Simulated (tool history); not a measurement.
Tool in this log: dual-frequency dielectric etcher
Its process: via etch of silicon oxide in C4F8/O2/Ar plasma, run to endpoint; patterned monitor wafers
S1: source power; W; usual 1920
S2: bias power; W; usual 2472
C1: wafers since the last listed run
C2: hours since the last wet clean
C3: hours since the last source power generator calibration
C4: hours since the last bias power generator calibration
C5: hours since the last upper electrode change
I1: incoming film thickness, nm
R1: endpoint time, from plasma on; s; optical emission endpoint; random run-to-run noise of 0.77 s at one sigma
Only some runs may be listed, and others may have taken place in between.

run 1 hour=0 | S1=1920 S2=2472 | C1=0 C2=518.4 C3=2417.1 C4=2619.3 C5=5149.1 | I1=1393 | R1=252.9
run 2 hour=9.7 | S1=1810 S2=2472 | C1=76 C2=528.1 C3=2426.8 C4=2629 C5=5158.8 | I1=1392.6 | R1=260.4
run 3 hour=41.8 | S1=1810 S2=2472 | C1=254 C2=560.2 C3=2458.9 C4=2661.1 C5=5190.9 | I1=1393.6 | R1=259.4
run 4 hour=51.6 | S1=1810 S2=2472 | C1=77 C2=570 C3=2468.7 C4=2670.9 C5=5200.7 | I1=1390.5 | R1=257.4
run 5 hour=59.6 | S1=1920 S2=2472 | C1=63 C2=578 C3=2476.7 C4=2678.9 C5=5208.7 | I1=1386.3 | R1=251.5
run 6 hour=71.9 | S1=1920 S2=2472 | C1=97 C2=590.3 C3=2489 C4=2691.2 C5=5221 | I1=1405.4 | R1=255.3
run 7 hour=78.9 | S1=1720 S2=2472 | C1=55 C2=597.3 C3=2496 C4=2698.2 C5=5228 | I1=1394.3 | R1=265
-- hour=112.8 wet clean of the chamber
run 8 hour=113.3 | S1=1720 S2=2472 | C1=82 C2=0.5 C3=2530.4 C4=2732.6 C5=5262.4 | I1=1384.7 | R1=265.3
run 9 hour=113.7 | S1=1920 S2=2472 | C1=3 C2=0.9 C3=2530.8 C4=2733 C5=5262.8 | I1=1383.6 | R1=254.1
run 10 hour=121 | S1=1920 S2=2472 | C1=57 C2=8.2 C3=2538.1 C4=2740.3 C5=5270.1 | I1=1394.3 | R1=256
run 11 hour=130.2 | S1=1920 S2=2472 | C1=72 C2=17.4 C3=2547.3 C4=2749.5 C5=5279.3 | I1=1383 | R1=255.1
-- hour=141.6 source power generator calibrated
run 12 hour=147.3 | S1=1560 S2=2071 | C1=103 C2=34.5 C3=5.7 C4=2766.6 C5=5296.4 | I1=1390.8 | R1=292.7
run 13 hour=154.3 | S1=1560 S2=2071 | C1=55 C2=41.5 C3=12.7 C4=2773.6 C5=5303.4 | I1=1383.9 | R1=292.1
run 14 hour=171.6 | S1=1920 S2=2829 | C1=137 C2=58.8 C3=30 C4=2790.9 C5=5320.7 | I1=1404.1 | R1=249
run 15 hour=178.5 | S1=1920 S2=2829 | C1=54 C2=65.7 C3=36.9 C4=2797.8 C5=5327.6 | I1=1405.7 | R1=248.3
run 16 hour=188.5 | S1=1610 S2=3060 | C1=79 C2=75.7 C3=46.9 C4=2807.8 C5=5337.6 | I1=1386 | R1=259.3
run 17 hour=204.3 | S1=1920 S2=2472 | C1=125 C2=91.5 C3=62.7 C4=2823.6 C5=5353.4 | I1=1394.1 | R1=255.9
run 18 hour=251.9 | S1=2350 S2=2472 | C1=377 C2=139.1 C3=110.3 C4=2871.2 C5=5401 | I1=1375.1 | R1=230.7
-- hour=258.8 bias power generator calibrated
run 19 hour=264.2 | S1=2080 S2=3076 | C1=65 C2=151.4 C3=122.6 C4=5.4 C5=5413.3 | I1=1390.4 | R1=231.4
run 20 hour=271.6 | S1=1920 S2=2164 | C1=58 C2=158.8 C3=130 C4=12.8 C5=5420.7 | I1=1386.5 | R1=261.1
run 21 hour=287.6 | S1=1670 S2=2317 | C1=126 C2=174.8 C3=146 C4=28.8 C5=5436.7 | I1=1384.7 | R1=274.3
run 22 hour=301.9 | S1=1920 S2=1985 | C1=113 C2=189.1 C3=160.3 C4=43.1 C5=5451 | I1=1385.6 | R1=267.4
-- hour=338.1 upper electrode replaced
run 23 hour=338.6 | S1=1550 S2=3090 | C1=100 C2=225.8 C3=197 C4=79.8 C5=0.5 | I1=1386.6 | R1=261.4
run 24 hour=339.3 | S1=1490 S2=2780 | C1=5 C2=226.5 C3=197.7 C4=80.5 C5=1.2 | I1=1405.6 | R1=279.1
run 25 hour=352.4 | S1=2240 S2=2472 | C1=103 C2=239.6 C3=210.8 C4=93.6 C5=14.3 | I1=1368.6 | R1=234.3
run 26 hour=364.8 | S1=2310 S2=2025 | C1=98 C2=252 C3=223.2 C4=106 C5=26.7 | I1=1383.4 | R1=244.2
run 27 hour=380.1 | S1=2270 S2=1903 | C1=121 C2=267.3 C3=238.5 C4=121.3 C5=42 | I1=1386.1 | R1=250.5
run 28 hour=394.1 | S1=2160 S2=2997 | C1=111 C2=281.3 C3=252.5 C4=135.3 C5=56 | I1=1402.6 | R1=230.9
run 29 hour=408.3 | S1=2200 S2=2970 | C1=112 C2=295.5 C3=266.7 C4=149.5 C5=70.2 | I1=1379.6 | R1=225.4
run 30 hour=415.6 | S1=2080 S2=3076 | C1=57 C2=302.8 C3=274 C4=156.8 C5=77.5 | I1=1371.2 | R1=227.4
run 31 hour=433.2 | S1=2080 S2=3076 | C1=139 C2=320.4 C3=291.6 C4=174.4 C5=95.1 | I1=1402 | R1=232.5
run 32 hour=442.9 | S1=1920 S2=2472 | C1=76 C2=330.1 C3=301.3 C4=184.1 C5=104.8 | I1=1392.4 | R1=254.3
run 33 hour=456.2 | S1=2170 S2=2913 | C1=105 C2=343.4 C3=314.6 C4=197.4 C5=118.1 | I1=1385.9 | R1=229.3
run 34 hour=472.5 | S1=2050 S2=2646 | C1=129 C2=359.7 C3=330.9 C4=213.7 C5=134.4 | I1=1395.1 | R1=242.4

Forecast each of these 5 alternatives for the next run:
run A hour=473 | S1=1920 S2=3009 | C1=3 C2=360.2 C3=331.4 C4=214.2 C5=134.9 | I1=1383.2 | R1=?
run B hour=473 | S1=1920 S2=2969 | C1=3 C2=360.2 C3=331.4 C4=214.2 C5=134.9 | I1=1383.2 | R1=?
run C hour=473 | S1=2210 S2=3006 | C1=3 C2=360.2 C3=331.4 C4=214.2 C5=134.9 | I1=1383.2 | R1=?
run D hour=473 | S1=1520 S2=2000 | C1=3 C2=360.2 C3=331.4 C4=214.2 C5=134.9 | I1=1383.2 | R1=?
run E hour=473 | S1=1710 S2=2080 | C1=3 C2=360.2 C3=331.4 C4=214.2 C5=134.9 | I1=1383.2 | R1=?

run=A R1=237.9
run=B R1=238.8
run=C R1=224
run=D R1=293.6
run=E R1=275.8
What these runs would have given with no unlogged condition in the tool:
run=A R1=240.3
run=B R1=241.2
run=C R1=226.2
run=D R1=296.5
run=E R1=278.6

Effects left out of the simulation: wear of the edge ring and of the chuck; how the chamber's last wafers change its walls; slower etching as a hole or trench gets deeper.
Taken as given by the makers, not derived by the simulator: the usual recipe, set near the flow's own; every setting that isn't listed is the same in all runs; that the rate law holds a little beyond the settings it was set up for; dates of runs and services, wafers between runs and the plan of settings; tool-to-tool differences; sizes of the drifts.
